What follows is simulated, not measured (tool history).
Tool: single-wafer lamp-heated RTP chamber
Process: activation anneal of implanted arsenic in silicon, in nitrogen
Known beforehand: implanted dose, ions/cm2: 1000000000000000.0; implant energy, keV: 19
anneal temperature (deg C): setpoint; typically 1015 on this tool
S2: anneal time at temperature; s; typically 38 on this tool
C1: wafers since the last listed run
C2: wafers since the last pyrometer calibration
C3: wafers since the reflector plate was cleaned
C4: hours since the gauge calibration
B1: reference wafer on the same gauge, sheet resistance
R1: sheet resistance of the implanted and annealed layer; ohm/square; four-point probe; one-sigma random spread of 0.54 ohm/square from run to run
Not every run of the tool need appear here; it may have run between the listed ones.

Run 1, hour 0.0: usual settings; C1 0; C2 1664; C3 8461; C4 149.8; B1 139.16. Result: R1 129.48 ohm/square.
Run 2, hour 16.7: usual settings; C1 223; C2 1888; C3 8685; C4 166.5; B1 138.96. Result: R1 129.61 ohm/square.
Run 3, hour 25.1: usual settings but anneal temperature (deg C) 996; C1 112; C2 2000; C3 8797; C4 174.9; B1 138.92. Result: R1 137.03 ohm/square.
Run 4, hour 39.3: usual settings but anneal temperature (deg C) 996; C1 190; C2 2191; C3 8988; C4 189.1; B1 139.05. Result: R1 135.21 ohm/square.
Run 5, hour 56.4: usual settings but anneal temperature (deg C) 1024; C1 229; C2 2420; C3 9217; C4 206.2; B1 139.11. Result: R1 127.74 ohm/square.
Run 6, hour 69.5: usual settings but anneal temperature (deg C) 1024; C1 175; C2 2596; C3 9393; C4 219.3; B1 138.88. Result: R1 127.47 ohm/square.
Run 7, hour 77.8: usual settings but S2 43 s; C1 111; C2 2707; C3 9504; C4 227.6; B1 138.95. Result: R1 127.63 ohm/square.
Run 8, hour 88.8: usual settings; C1 147; C2 2855; C3 9652; C4 238.6; B1 138.99. Result: R1 128.97 ohm/square.
Run 9, hour 133.7: usual settings; C1 602; C2 3457; C3 10254; C4 283.5; B1 139.11. Result: R1 129.47 ohm/square.
Run 10, hour 148.5: usual settings; C1 198; C2 3655; C3 10453; C4 298.3; B1 139.02. Result: R1 128.37 ohm/square.
Run 11, hour 155.7: usual settings; C1 96; C2 3752; C3 10549; C4 305.5; B1 139.09. Result: R1 128.60 ohm/square.
Run 12, hour 169.7: usual settings; C1 187; C2 3940; C3 10737; C4 319.5; B1 139.19. Result: R1 129.57 ohm/square.
Run 13, hour 177.0: usual settings but anneal temperature (deg C) 1030, S2 43 s; C1 97; C2 4038; C3 10835; C4 326.8; B1 139.13. Result: R1 123.35 ohm/square.
Run 14, hour 185.8: usual settings; C1 118; C2 4156; C3 10953; C4 335.6; B1 138.92. Result: R1 128.11 ohm/square.
Run 15, hour 200.2: usual settings but S2 51 s; C1 193; C2 4349; C3 11146; C4 350.0; B1 139.05. Result: R1 124.78 ohm/square.
Run 16, hour 207.3: usual settings but S2 51 s; C1 95; C2 4444; C3 11241; C4 357.1; B1 138.95. Result: R1 125.78 ohm/square.
Run 17, hour 218.3: usual settings but S2 51 s; C1 147; C2 4592; C3 11389; C4 368.1; B1 139.04. Result: R1 125.07 ohm/square.
Run 18, hour 235.4: usual settings; C1 229; C2 4821; C3 11618; C4 385.2; B1 138.78. Result: R1 127.44 ohm/square.
Run 19, hour 242.7: usual settings; C1 97; C2 4919; C3 11716; C4 392.5; B1 139.06. Result: R1 128.59 ohm/square.
At hour 286.5: gauge calibrated.
At hour 286.8: pyrometer window cleaned and pyrometer calibrated.
Run 20, hour 287.3: usual settings; C1 490; C2 6; C3 12207; C4 0.8; B1 139.20. Result: R1 130.74 ohm/square.
Run 21, hour 291.8: usual settings but anneal temperature (deg C) 1006, S2 26 s; C1 60; C2 66; C3 12267; C4 5.3; B1 138.96. Result: R1 138.06 ohm/square.
At hour 306.4: reflector plate cleaned.
Run 22, hour 306.9: usual settings but anneal temperature (deg C) 987, S2 27 s; C1 95; C2 161; C3 7; C4 20.4; B1 139.04. Result: R1 144.74 ohm/square.
Run 23, hour 309.7: usual settings but anneal temperature (deg C) 1043; C1 37; C2 199; C3 44; C4 23.2; B1 138.91. Result: R1 123.72 ohm/square.
Run 24, hour 325.6: usual settings but anneal temperature (deg C) 1029, S2 56 s; C1 213; C2 412; C3 257; C4 39.1; B1 139.02. Result: R1 122.85 ohm/square.
Run 25, hour 336.9: usual settings but anneal temperature (deg C) 988, S2 21 s; C1 151; C2 564; C3 409; C4 50.4; B1 139.09. Result: R1 148.12 ohm/square.
Run 26, hour 354.1: usual settings but anneal temperature (deg C) 999, S2 31 s; C1 230; C2 794; C3 640; C4 67.6; B1 138.76. Result: R1 138.44 ohm/square.
Run 27, hour 371.0: usual settings but anneal temperature (deg C) 1023, S2 51 s; C1 226; C2 1021; C3 866; C4 84.5; B1 139.04. Result: R1 124.68 ohm/square.
Run 28, hour 388.0: usual settings; C1 228; C2 1249; C3 1094; C4 101.5; B1 139.13. Result: R1 129.40 ohm/square.
Run 29, hour 394.9: usual settings but anneal temperature (deg C) 1037; C1 92; C2 1342; C3 1187; C4 108.4; B1 138.95. Result: R1 124.94 ohm/square.
Run 30, hour 403.8: usual settings but anneal temperature (deg C) 987, S2 49 s; C1 119; C2 1461; C3 1306; C4 117.3; B1 138.95. Result: R1 136.87 ohm/square.
Run 31, hour 413.9: usual settings but anneal temperature (deg C) 997, S2 25 s; C1 135; C2 1597; C3 1442; C4 127.4; B1 139.14. Result: R1 141.60 ohm/square.
Run 32, hour 420.4: usual settings; C1 87; C2 1684; C3 1529; C4 133.9; B1 139.07. Result: R1 129.88 ohm/square.
Run 33, hour 427.1: usual settings but anneal temperature (deg C) 1039, S2 25 s; C1 89; C2 1774; C3 1619; C4 140.6; B1 138.96. Result: R1 128.68 ohm/square.
Run 34, hour 443.5: usual settings but S2 52 s; C1 219; C2 1994; C3 1839; C4 157.0; B1 138.98. Result: R1 126.06 ohm/square.
Run 35, hour 452.5: usual settings; C1 120; C2 2114; C3 1959; C4 166.0; B1 138.99. Result: R1 129.98 ohm/square.
Run 36, hour 481.8: usual settings but S2 19 s; C1 392; C2 2507; C3 2352; C4 195.3; B1 139.18. Result: R1 138.66 ohm/square.
Run 37, hour 498.2: usual settings but anneal temperature (deg C) 1024, S2 24 s; C1 219; C2 2727; C3 2572; C4 211.7; B1 138.86. Result: R1 131.87 ohm/square.

The next listed run, before its measurement:
Run 38, hour 515.8: usual settings but anneal temperature (deg C) 1001; C1 236; C2 2963; C3 2808; C4 229.3; B1 ?. Result: R1 ?.

Run 38 yielded B1 139.05, R1 133.81 ohm/square.
With no hidden state in the tool, this same run would have given R1 136.56 ohm/square.
